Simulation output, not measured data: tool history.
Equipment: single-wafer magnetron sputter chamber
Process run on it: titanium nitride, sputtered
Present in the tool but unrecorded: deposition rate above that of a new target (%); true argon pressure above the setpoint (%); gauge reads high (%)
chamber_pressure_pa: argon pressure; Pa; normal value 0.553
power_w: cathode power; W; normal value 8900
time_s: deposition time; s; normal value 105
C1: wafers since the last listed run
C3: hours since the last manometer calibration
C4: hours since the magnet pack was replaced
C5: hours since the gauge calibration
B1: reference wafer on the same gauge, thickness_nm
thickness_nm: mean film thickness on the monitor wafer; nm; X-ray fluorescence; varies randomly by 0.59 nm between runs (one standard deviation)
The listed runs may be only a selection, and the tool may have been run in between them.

{"run": 1, "hour": 0.0, "chamber_pressure_pa": 0.553, "power_w": 8900, "time_s": 105, "C1": 0, "wafers on the sputter target": 1905, "C3": 1212.9, "C4": 10037.0, "C5": 859.7, "B1": 193.118, "thickness_nm": 176.189}
{"run": 2, "hour": 64.6, "chamber_pressure_pa": 0.553, "power_w": 8900, "time_s": 105, "C1": 888, "wafers on the sputter target": 2793, "C3": 1277.5, "C4": 10101.6, "C5": 924.3, "B1": 192.881, "thickness_nm": 175.406}
{"run": 3, "hour": 95.2, "chamber_pressure_pa": 0.553, "power_w": 8900, "time_s": 105, "C1": 420, "wafers on the sputter target": 3214, "C3": 1308.1, "C4": 10132.2, "C5": 954.9, "B1": 192.907, "thickness_nm": 174.494}
{"run": 4, "hour": 138.0, "chamber_pressure_pa": 0.553, "power_w": 8900, "time_s": 105, "C1": 588, "wafers on the sputter target": 3802, "C3": 1350.9, "C4": 10175.0, "C5": 997.7, "B1": 193.07, "thickness_nm": 174.711}
{"run": 5, "hour": 170.1, "chamber_pressure_pa": 0.553, "power_w": 8900, "time_s": 105, "C1": 441, "wafers on the sputter target": 4243, "C3": 1383.0, "C4": 10207.1, "C5": 1029.8, "B1": 193.043, "thickness_nm": 174.223}
{"hour": 298.2, "done": "sputter target and shields replaced"}
{"run": 6, "hour": 376.3, "chamber_pressure_pa": 0.553, "power_w": 8900, "time_s": 105, "C1": 2725, "wafers on the sputter target": 1073, "C3": 1589.2, "C4": 10413.3, "C5": 1236.0, "B1": 193.145, "thickness_nm": 176.313}
{"run": 7, "hour": 417.2, "chamber_pressure_pa": 0.553, "power_w": 8900, "time_s": 105, "C1": 562, "wafers on the sputter target": 1636, "C3": 1630.1, "C4": 10454.2, "C5": 1276.9, "B1": 192.932, "thickness_nm": 175.805}
{"hour": 499.5, "done": "capacitance manometer re-zeroed and calibrated"}
{"run": 8, "hour": 507.9, "chamber_pressure_pa": 0.553, "power_w": 8900, "time_s": 105, "C1": 1137, "wafers on the sputter target": 2773, "C3": 8.4, "C4": 10544.9, "C5": 1367.6, "B1": 193.09, "thickness_nm": 174.758}
{"run": 9, "hour": 532.7, "chamber_pressure_pa": 0.553, "power_w": 8900, "time_s": 105, "C1": 340, "wafers on the sputter target": 3114, "C3": 33.2, "C4": 10569.7, "C5": 1392.4, "B1": 192.903, "thickness_nm": 174.479}
{"run": 10, "hour": 574.7, "chamber_pressure_pa": 0.553, "power_w": 8900, "time_s": 105, "C1": 577, "wafers on the sputter target": 3691, "C3": 75.2, "C4": 10611.7, "C5": 1434.4, "B1": 192.832, "thickness_nm": 173.436}
{"hour": 600.7, "done": "gauge calibrated"}
{"run": 11, "hour": 724.8, "chamber_pressure_pa": 0.553, "power_w": 8900, "time_s": 105, "C1": 2063, "wafers on the sputter target": 5755, "C3": 225.3, "C4": 10761.8, "C5": 124.1, "B1": 192.899, "thickness_nm": 174.147}
{"run": 12, "hour": 749.4, "chamber_pressure_pa": 0.553, "power_w": 8900, "time_s": 105, "C1": 338, "wafers on the sputter target": 6093, "C3": 249.9, "C4": 10786.4, "C5": 148.7, "B1": 193.002, "thickness_nm": 172.951}
{"hour": 781.1, "done": "magnet pack replaced"}
{"run": 13, "hour": 781.6, "chamber_pressure_pa": 0.553, "power_w": 8900, "time_s": 105, "C1": 332, "wafers on the sputter target": 6426, "C3": 282.1, "C4": 0.5, "C5": 180.9, "B1": 192.983, "thickness_nm": 172.953}
{"hour": 798.9, "done": "sputter target and shields replaced"}
{"run": 14, "hour": 805.9, "chamber_pressure_pa": 0.553, "power_w": 8900, "time_s": 105, "C1": 224, "wafers on the sputter target": 96, "C3": 306.4, "C4": 24.8, "C5": 205.2, "B1": 192.897, "thickness_nm": 180.698}
{"run": 15, "hour": 865.1, "chamber_pressure_pa": 0.553, "power_w": 8900, "time_s": 105, "C1": 813, "wafers on the sputter target": 910, "C3": 365.6, "C4": 84.0, "C5": 264.4, "B1": 192.875, "thickness_nm": 177.717}
{"run": 16, "hour": 907.0, "chamber_pressure_pa": 0.651, "power_w": 10200, "time_s": 93, "C1": 576, "wafers on the sputter target": 1486, "C3": 407.5, "C4": 125.9, "C5": 306.3, "B1": 192.981, "thickness_nm": 168.618}
{"run": 17, "hour": 971.6, "chamber_pressure_pa": 0.485, "power_w": 8100, "time_s": 105, "C1": 888, "wafers on the sputter target": 2374, "C3": 472.1, "C4": 190.5, "C5": 370.9, "B1": 192.836, "thickness_nm": 166.707}
{"run": 18, "hour": 1006.0, "chamber_pressure_pa": 0.64, "power_w": 8900, "time_s": 105, "C1": 472, "wafers on the sputter target": 2847, "C3": 506.5, "C4": 224.9, "C5": 405.3, "B1": 192.993, "thickness_nm": 166.182}
{"run": 19, "hour": 1031.8, "chamber_pressure_pa": 0.553, "power_w": 8900, "time_s": 105, "C1": 354, "wafers on the sputter target": 3202, "C3": 532.3, "C4": 250.7, "C5": 431.1, "B1": 193.023, "thickness_nm": 175.045}
{"run": 20, "hour": 1083.2, "chamber_pressure_pa": 0.553, "power_w": 10500, "time_s": 105, "C1": 706, "wafers on the sputter target": 3908, "C3": 583.7, "C4": 302.1, "C5": 482.5, "B1": 192.965, "thickness_nm": 205.401}
{"run": 21, "hour": 1140.5, "chamber_pressure_pa": 0.553, "power_w": 8900, "time_s": 93, "C1": 787, "wafers on the sputter target": 4696, "C3": 641.0, "C4": 359.4, "C5": 539.8, "B1": 193.088, "thickness_nm": 154.458}
{"run": 22, "hour": 1204.2, "chamber_pressure_pa": 0.391, "power_w": 8900, "time_s": 105, "C1": 875, "wafers on the sputter target": 5572, "C3": 704.7, "C4": 423.1, "C5": 603.5, "B1": 193.032, "thickness_nm": 191.702}
{"hour": 1233.6, "done": "sputter target and shields replaced"}
{"run": 23, "hour": 1254.5, "chamber_pressure_pa": 0.493, "power_w": 9800, "time_s": 105, "C1": 581, "wafers on the sputter target": 287, "C3": 755.0, "C4": 473.4, "C5": 653.8, "B1": 192.919, "thickness_nm": 206.021}
{"run": 24, "hour": 1297.2, "chamber_pressure_pa": 0.356, "power_w": 8900, "time_s": 86, "C1": 587, "wafers on the sputter target": 874, "C3": 797.7, "C4": 516.1, "C5": 696.5, "B1": 192.991, "thickness_nm": 164.987}
{"run": 25, "hour": 1359.1, "chamber_pressure_pa": 0.727, "power_w": 8900, "time_s": 105, "C1": 851, "wafers on the sputter target": 1725, "C3": 859.6, "C4": 578.0, "C5": 758.4, "B1": 192.949, "thickness_nm": 159.453}

Alternative continuations, all from the tool just after run 25; predict every row:
{"run": "A", "hour": 1359.5, "chamber_pressure_pa": 0.553, "power_w": 8900, "time_s": 105, "C1": 5, "wafers on the sputter target": 1731, "C3": 860.0, "C4": 578.4, "C5": 758.8, "B1": "?", "thickness_nm": "?"}
{"run": "B", "hour": 1359.5, "chamber_pressure_pa": 0.495, "power_w": 11100, "time_s": 105, "C1": 5, "wafers on the sputter target": 1731, "C3": 860.0, "C4": 578.4, "C5": 758.8, "B1": "?", "thickness_nm": "?"}
{"run": "C", "hour": 1359.5, "chamber_pressure_pa": 0.36, "power_w": 7500, "time_s": 96, "C1": 5, "wafers on the sputter target": 1731, "C3": 860.0, "C4": 578.4, "C5": 758.8, "B1": "?", "thickness_nm": "?"}
{"run": "D", "hour": 1359.5, "chamber_pressure_pa": 0.553, "power_w": 8900, "time_s": 123, "C1": 5, "wafers on the sputter target": 1731, "C3": 860.0, "C4": 578.4, "C5": 758.8, "B1": "?", "thickness_nm": "?"}
{"run": "E", "hour": 1359.5, "chamber_pressure_pa": 0.553, "power_w": 10400, "time_s": 105, "C1": 5, "wafers on the sputter target": 1731, "C3": 860.0, "C4": 578.4, "C5": 758.8, "B1": "?", "thickness_nm": "?"}

run=A B1=193.180 thickness_nm=175.059
run=B B1=193.180 thickness_nm=226.295
run=C B1=193.180 thickness_nm=152.240
run=D B1=193.180 thickness_nm=205.069
run=E B1=193.180 thickness_nm=204.563
Stripped of hidden state, with their random variation kept, the same runs would have yielded:
run=A thickness_nm=179.860
run=B thickness_nm=232.501
run=C thickness_nm=156.415
run=D thickness_nm=210.693
run=E thickness_nm=210.173

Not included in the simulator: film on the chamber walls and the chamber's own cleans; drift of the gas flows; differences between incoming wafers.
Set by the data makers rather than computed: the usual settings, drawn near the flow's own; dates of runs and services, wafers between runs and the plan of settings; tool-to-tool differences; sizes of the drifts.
